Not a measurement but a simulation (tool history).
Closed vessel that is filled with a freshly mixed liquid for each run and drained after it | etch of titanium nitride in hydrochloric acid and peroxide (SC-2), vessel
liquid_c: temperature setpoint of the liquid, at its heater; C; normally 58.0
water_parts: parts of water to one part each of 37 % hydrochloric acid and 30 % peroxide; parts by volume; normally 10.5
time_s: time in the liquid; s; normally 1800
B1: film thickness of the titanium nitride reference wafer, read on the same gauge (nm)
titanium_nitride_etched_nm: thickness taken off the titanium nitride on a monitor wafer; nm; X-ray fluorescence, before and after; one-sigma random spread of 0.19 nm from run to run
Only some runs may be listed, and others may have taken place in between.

{"run": 1, "day": 0.0, "liquid_c": 65.0, "water_parts": 14.0, "time_s": 1800, "B1": 110.02, "titanium_nitride_etched_nm": 51.5}
{"run": 2, "day": 3.658, "liquid_c": 58.0, "water_parts": 12.5, "time_s": 1800, "B1": 110.0, "titanium_nitride_etched_nm": 36.52}
{"run": 3, "day": 5.933, "liquid_c": 58.0, "water_parts": 10.5, "time_s": 1800, "B1": 110.01, "titanium_nitride_etched_nm": 42.87}
{"run": 4, "day": 8.808, "liquid_c": 58.0, "water_parts": 10.5, "time_s": 1800, "B1": 110.0, "titanium_nitride_etched_nm": 42.86}
{"run": 5, "day": 13.079, "liquid_c": 58.0, "water_parts": 10.5, "time_s": 1800, "B1": 110.02, "titanium_nitride_etched_nm": 42.45}
{"day": 20.871, "done": "chemicals flow meter replaced"}
{"run": 6, "day": 21.062, "liquid_c": 58.0, "water_parts": 10.5, "time_s": 1800, "B1": 110.01, "titanium_nitride_etched_nm": 43.1}
{"run": 7, "day": 23.942, "liquid_c": 58.0, "water_parts": 10.5, "time_s": 1800, "B1": 110.0, "titanium_nitride_etched_nm": 43.26}
{"day": 24.229, "done": "thermometer replaced"}
{"run": 8, "day": 26.242, "liquid_c": 58.0, "water_parts": 10.5, "time_s": 1800, "B1": 110.02, "titanium_nitride_etched_nm": 43.27}
{"run": 9, "day": 29.4, "liquid_c": 58.0, "water_parts": 10.5, "time_s": 1800, "B1": 110.01, "titanium_nitride_etched_nm": 42.97}
{"run": 10, "day": 32.058, "liquid_c": 58.0, "water_parts": 12.0, "time_s": 2365, "B1": 109.99, "titanium_nitride_etched_nm": 51.0}
{"run": 11, "day": 34.729, "liquid_c": 64.0, "water_parts": 10.5, "time_s": 1800, "B1": 110.0, "titanium_nitride_etched_nm": 62.73}
{"run": 12, "day": 39.021, "liquid_c": 58.0, "water_parts": 12.5, "time_s": 1800, "B1": 109.99, "titanium_nitride_etched_nm": 36.6}
{"run": 13, "day": 41.642, "liquid_c": 58.0, "water_parts": 10.5, "time_s": 815, "B1": 109.97, "titanium_nitride_etched_nm": 19.43}
{"run": 14, "day": 44.917, "liquid_c": 65.5, "water_parts": 15.5, "time_s": 890, "B1": 110.01, "titanium_nitride_etched_nm": 23.94}
{"run": 15, "day": 47.171, "liquid_c": 58.0, "water_parts": 10.5, "time_s": 1800, "B1": 110.0, "titanium_nitride_etched_nm": 42.78}
{"day": 51.083, "done": "new drum of peroxide connected"}
{"run": 16, "day": 51.408, "liquid_c": 53.0, "water_parts": 12.0, "time_s": 1150, "B1": 110.02, "titanium_nitride_etched_nm": 17.6}
{"run": 17, "day": 57.429, "liquid_c": 58.0, "water_parts": 8.5, "time_s": 1800, "B1": 110.0, "titanium_nitride_etched_nm": 50.48}
{"day": 58.125, "done": "gauge calibrated"}
{"run": 18, "day": 61.825, "liquid_c": 66.5, "water_parts": 10.5, "time_s": 2660, "B1": 109.98, "titanium_nitride_etched_nm": 107.58}
{"run": 19, "day": 63.696, "liquid_c": 58.0, "water_parts": 6.5, "time_s": 1800, "B1": 110.01, "titanium_nitride_etched_nm": 63.05}
{"run": 20, "day": 65.583, "liquid_c": 49.0, "water_parts": 5.5, "time_s": 1800, "B1": 109.98, "titanium_nitride_etched_nm": 39.72}
{"run": 21, "day": 67.571, "liquid_c": 58.0, "water_parts": 10.5, "time_s": 1800, "B1": 109.99, "titanium_nitride_etched_nm": 42.66}
{"run": 22, "day": 70.446, "liquid_c": 58.0, "water_parts": 10.5, "time_s": 785, "B1": 109.99, "titanium_nitride_etched_nm": 18.45}
{"run": 23, "day": 72.604, "liquid_c": 53.0, "water_parts": 6.0, "time_s": 1405, "B1": 110.01, "titanium_nitride_etched_nm": 37.61}
{"run": 24, "day": 75.008, "liquid_c": 48.5, "water_parts": 12.0, "time_s": 2465, "B1": 109.98, "titanium_nitride_etched_nm": 28.04}
{"run": 25, "day": 76.888, "liquid_c": 58.0, "water_parts": 10.5, "time_s": 1800, "B1": 109.99, "titanium_nitride_etched_nm": 42.43}
{"day": 79.729, "done": "chemicals flow meter replaced"}
{"run": 26, "day": 79.954, "liquid_c": 66.5, "water_parts": 6.0, "time_s": 2465, "B1": 110.02, "titanium_nitride_etched_nm": 156.8}
{"run": 27, "day": 91.5, "liquid_c": 58.0, "water_parts": 8.0, "time_s": 1800, "B1": 109.99, "titanium_nitride_etched_nm": 53.77}
{"run": 28, "day": 93.433, "liquid_c": 58.0, "water_parts": 7.0, "time_s": 1800, "B1": 110.0, "titanium_nitride_etched_nm": 59.84}
{"run": 29, "day": 96.262, "liquid_c": 58.0, "water_parts": 14.0, "time_s": 2515, "B1": 110.0, "titanium_nitride_etched_nm": 46.59}

What if the next run were any one of these 4? Each begins from the tool's condition after run 29:
{"run": "A", "day": 96.308, "liquid_c": 58.0, "water_parts": 14.0, "time_s": 1800, "B1": "?", "titanium_nitride_etched_nm": "?"}
{"run": "B", "day": 96.308, "liquid_c": 58.0, "water_parts": 15.5, "time_s": 2655, "B1": "?", "titanium_nitride_etched_nm": "?"}
{"run": "C", "day": 96.308, "liquid_c": 64.5, "water_parts": 7.5, "time_s": 2730, "B1": "?", "titanium_nitride_etched_nm": "?"}
{"run": "D", "day": 96.308, "liquid_c": 65.5, "water_parts": 7.5, "time_s": 1800, "B1": "?", "titanium_nitride_etched_nm": "?"}

run=A B1=110.01 titanium_nitride_etched_nm=33.65
run=B B1=110.01 titanium_nitride_etched_nm=45.37
run=C B1=110.01 titanium_nitride_etched_nm=128.92
run=D B1=110.01 titanium_nitride_etched_nm=90.34
With no hidden state in the tool, these same runs would have given:
run=A titanium_nitride_etched_nm=33.86
run=B titanium_nitride_etched_nm=45.66
run=C titanium_nitride_etched_nm=129.64
run=D titanium_nitride_etched_nm=90.84
